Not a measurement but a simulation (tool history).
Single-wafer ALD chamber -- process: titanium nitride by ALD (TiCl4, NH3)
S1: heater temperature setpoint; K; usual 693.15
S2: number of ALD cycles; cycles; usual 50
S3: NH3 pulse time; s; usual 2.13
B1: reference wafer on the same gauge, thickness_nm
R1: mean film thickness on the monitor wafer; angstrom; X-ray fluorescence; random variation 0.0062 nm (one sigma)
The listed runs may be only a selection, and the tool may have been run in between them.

Run 1, hour 0.0: usual settings; B1 1.080. Result: R1 12.69 angstrom.
At hour 113.2: gauge calibrated.
Run 2, hour 290.2: usual settings but S2 46 cycles; B1 1.078. Result: R1 11.69 angstrom.
Run 3, hour 394.5: usual settings but S2 46 cycles; B1 1.081. Result: R1 11.68 angstrom.
Run 4, hour 451.7: usual settings but S3 2.79 s; B1 1.080. Result: R1 12.80 angstrom.
Run 5, hour 529.3: usual settings; B1 1.079. Result: R1 12.65 angstrom.
Run 6, hour 571.5: usual settings but S3 1.65 s; B1 1.079. Result: R1 12.57 angstrom.
Run 7, hour 653.1: usual settings but S3 1.65 s; B1 1.079. Result: R1 12.56 angstrom.
Run 8, hour 757.1: usual settings but S3 1.65 s; B1 1.082. Result: R1 12.53 angstrom.
At hour 776.5: thermocouple changed; heater temperature recalibrated.
Run 9, hour 853.4: usual settings; B1 1.080. Result: R1 12.74 angstrom.
Run 10, hour 924.5: usual settings; B1 1.080. Result: R1 12.64 angstrom.
At hour 988.5: showerhead replaced.
Run 11, hour 1211.6: usual settings but S2 44 cycles; B1 1.082. Result: R1 11.19 angstrom.
Run 12, hour 1298.9: usual settings but S1 701.15 K, S2 45 cycles, S3 2.72 s; B1 1.080. Result: R1 11.55 angstrom.
Run 13, hour 1377.0: usual settings but S1 687.15 K; B1 1.083. Result: R1 12.65 angstrom.
Run 14, hour 1436.4: usual settings but S1 702.15 K, S2 57 cycles, S3 1.91 s; B1 1.079. Result: R1 14.46 angstrom.
At hour 1459.2: gauge calibrated.
Run 15, hour 1509.7: usual settings but S1 684.15 K, S2 42 cycles, S3 2.86 s; B1 1.080. Result: R1 10.73 angstrom.
Run 16, hour 1596.4: usual settings but S2 46 cycles; B1 1.080. Result: R1 11.60 angstrom.
Run 17, hour 1685.1: usual settings but S2 42 cycles, S3 2.77 s; B1 1.082. Result: R1 10.80 angstrom.
Run 18, hour 1766.1: usual settings; B1 1.081. Result: R1 12.72 angstrom.
Run 19, hour 1817.5: usual settings but S1 699.15 K, S3 1.88 s; B1 1.082. Result: R1 12.57 angstrom.
Run 20, hour 1876.2: usual settings but S1 697.15 K, S2 43 cycles, S3 2.41 s; B1 1.082. Result: R1 11.06 angstrom.

What was the tool's hidden state at every run in the log?
wafer temperature above the value expected at the setpoint (K): 0 in every run
gauge reads high (%): 0 in every run

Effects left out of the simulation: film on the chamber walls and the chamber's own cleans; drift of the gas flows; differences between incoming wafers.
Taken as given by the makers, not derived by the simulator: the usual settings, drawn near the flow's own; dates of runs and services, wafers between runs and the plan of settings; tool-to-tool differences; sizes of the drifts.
